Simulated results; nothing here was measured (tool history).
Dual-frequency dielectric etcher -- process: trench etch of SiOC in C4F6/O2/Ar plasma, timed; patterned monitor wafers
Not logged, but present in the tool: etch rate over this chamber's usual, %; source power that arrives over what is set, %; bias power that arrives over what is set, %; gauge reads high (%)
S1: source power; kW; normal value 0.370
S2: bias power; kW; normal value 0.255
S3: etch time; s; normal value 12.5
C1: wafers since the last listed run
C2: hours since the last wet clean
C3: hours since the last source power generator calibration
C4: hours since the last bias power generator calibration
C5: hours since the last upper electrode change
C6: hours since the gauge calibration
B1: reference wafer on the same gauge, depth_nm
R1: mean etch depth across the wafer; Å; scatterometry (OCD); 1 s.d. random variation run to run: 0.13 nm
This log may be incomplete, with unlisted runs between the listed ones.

| run | hour | S1 | S2 | S3 | C1 | C2 | C3 | C4 | C5 | C6 | B1 | R1 |
|---|---|---|---|---|---|---|---|---|---|---|---|---|
| 1 | 0.0 | 0.320 | 0.255 | 12.5 | 0 | 329.9 | 2817.3 | 3849.3 | 4604.6 | 154.6 | 22.77 | 256.0 |
| 2 | 14.5 | 0.370 | 0.255 | 12.5 | 257 | 344.4 | 2831.8 | 3863.8 | 4619.1 | 169.1 | 22.77 | 270.1 |
| 3 | 21.9 | 0.370 | 0.255 | 12.5 | 131 | 351.8 | 2839.2 | 3871.2 | 4626.5 | 176.5 | 22.82 | 270.5 |
| 4 | 32.6 | 0.330 | 0.255 | 12.5 | 189 | 362.5 | 2849.9 | 3881.9 | 4637.2 | 187.2 | 22.80 | 260.1 |
| 5 | 40.9 | 0.370 | 0.255 | 12.5 | 147 | 370.8 | 2858.2 | 3890.2 | 4645.5 | 195.5 | 22.76 | 269.2 |
| 6 | 52.9 | 0.370 | 0.255 | 12.5 | 212 | 382.8 | 2870.2 | 3902.2 | 4657.5 | 207.5 | 22.80 | 267.8 |
| 7 | 62.5 | 0.370 | 0.235 | 12.5 | 170 | 392.4 | 2879.8 | 3911.8 | 4667.1 | 217.1 | 22.78 | 262.5 |
| 8 | 79.2 | 0.370 | 0.255 | 9.5 | 296 | 409.1 | 2896.5 | 3928.5 | 4683.8 | 233.8 | 22.79 | 206.3 |
| 9 | 88.2 | 0.370 | 0.255 | 9.5 | 159 | 418.1 | 2905.5 | 3937.5 | 4692.8 | 242.8 | 22.84 | 204.2 |
|  | 92.1 | gauge calibrated |
|  | 119.3 | wet clean of the chamber |
|  | 121.1 | source power generator calibrated |
| 10 | 121.6 | 0.370 | 0.255 | 9.5 | 134 | 2.3 | 0.5 | 3970.9 | 4726.2 | 29.5 | 22.78 | 214.6 |
| 11 | 121.9 | 0.370 | 0.255 | 15.0 | 5 | 2.6 | 0.8 | 3971.2 | 4726.5 | 29.8 | 22.82 | 335.7 |
| 12 | 133.9 | 0.370 | 0.255 | 12.5 | 212 | 14.6 | 12.8 | 3983.2 | 4738.5 | 41.8 | 22.77 | 281.9 |
| 13 | 140.5 | 0.370 | 0.255 | 16.5 | 117 | 21.2 | 19.4 | 3989.8 | 4745.1 | 48.4 | 22.83 | 370.7 |
| 14 | 151.2 | 0.290 | 0.197 | 12.5 | 189 | 31.9 | 30.1 | 4000.5 | 4755.8 | 59.1 | 22.83 | 239.4 |
| 15 | 159.6 | 0.290 | 0.271 | 12.5 | 148 | 40.3 | 38.5 | 4008.9 | 4764.2 | 67.5 | 22.82 | 259.5 |
|  | 174.3 | bias power generator calibrated |
|  | 193.7 | upper electrode replaced |
| 16 | 194.2 | 0.290 | 0.236 | 14.0 | 198 | 74.9 | 73.1 | 19.9 | 0.5 | 102.1 | 22.82 | 278.9 |
| 17 | 194.6 | 0.370 | 0.277 | 11.0 | 7 | 75.3 | 73.5 | 20.3 | 0.9 | 102.5 | 22.80 | 250.5 |
| 18 | 197.9 | 0.370 | 0.255 | 12.5 | 58 | 78.6 | 76.8 | 23.6 | 4.2 | 105.8 | 22.73 | 280.1 |
| 19 | 205.2 | 0.370 | 0.255 | 12.5 | 129 | 85.9 | 84.1 | 30.9 | 11.5 | 113.1 | 22.78 | 276.2 |
| 20 | 214.7 | 0.430 | 0.221 | 12.5 | 168 | 95.4 | 93.6 | 40.4 | 21.0 | 122.6 | 22.77 | 283.9 |
| 21 | 222.1 | 0.430 | 0.201 | 14.0 | 131 | 102.8 | 101.0 | 47.8 | 28.4 | 130.0 | 22.80 | 311.6 |
| 22 | 231.3 | 0.370 | 0.310 | 9.0 | 163 | 112.0 | 110.2 | 57.0 | 37.6 | 139.2 | 22.79 | 211.2 |
| 23 | 248.3 | 0.370 | 0.274 | 9.5 | 301 | 129.0 | 127.2 | 74.0 | 54.6 | 156.2 | 22.81 | 214.6 |
| 24 | 263.7 | 0.370 | 0.255 | 12.5 | 273 | 144.4 | 142.6 | 89.4 | 70.0 | 171.6 | 22.80 | 277.2 |

5 ways to go on from here, each from the tool as it stands after run 24. What would each give?
| A | 264.1 | 0.370 | 0.255 | 12.5 | 7 | 144.8 | 143.0 | 89.8 | 70.4 | 172.0 | ? | ? |
| B | 264.1 | 0.450 | 0.224 | 12.5 | 7 | 144.8 | 143.0 | 89.8 | 70.4 | 172.0 | ? | ? |
| C | 264.1 | 0.290 | 0.286 | 9.0 | 7 | 144.8 | 143.0 | 89.8 | 70.4 | 172.0 | ? | ? |
| D | 264.1 | 0.350 | 0.255 | 15.5 | 7 | 144.8 | 143.0 | 89.8 | 70.4 | 172.0 | ? | ? |
| E | 264.1 | 0.410 | 0.255 | 9.0 | 7 | 144.8 | 143.0 | 89.8 | 70.4 | 172.0 | ? | ? |

| run | B1 | R1 |
|---|---|---|
| A | 22.77 | 276.6 |
| B | 22.77 | 288.4 |
| C | 22.77 | 187.3 |
| D | 22.77 | 335.8 |
| E | 22.77 | 207.1 |
The same runs, with their run-to-run variation unchanged, on a tool lacking any hidden condition would have given:
| run | R1 |
|---|---|
| A | 280.8 |
| B | 292.8 |
| C | 190.2 |
| D | 340.9 |
| E | 210.2 |
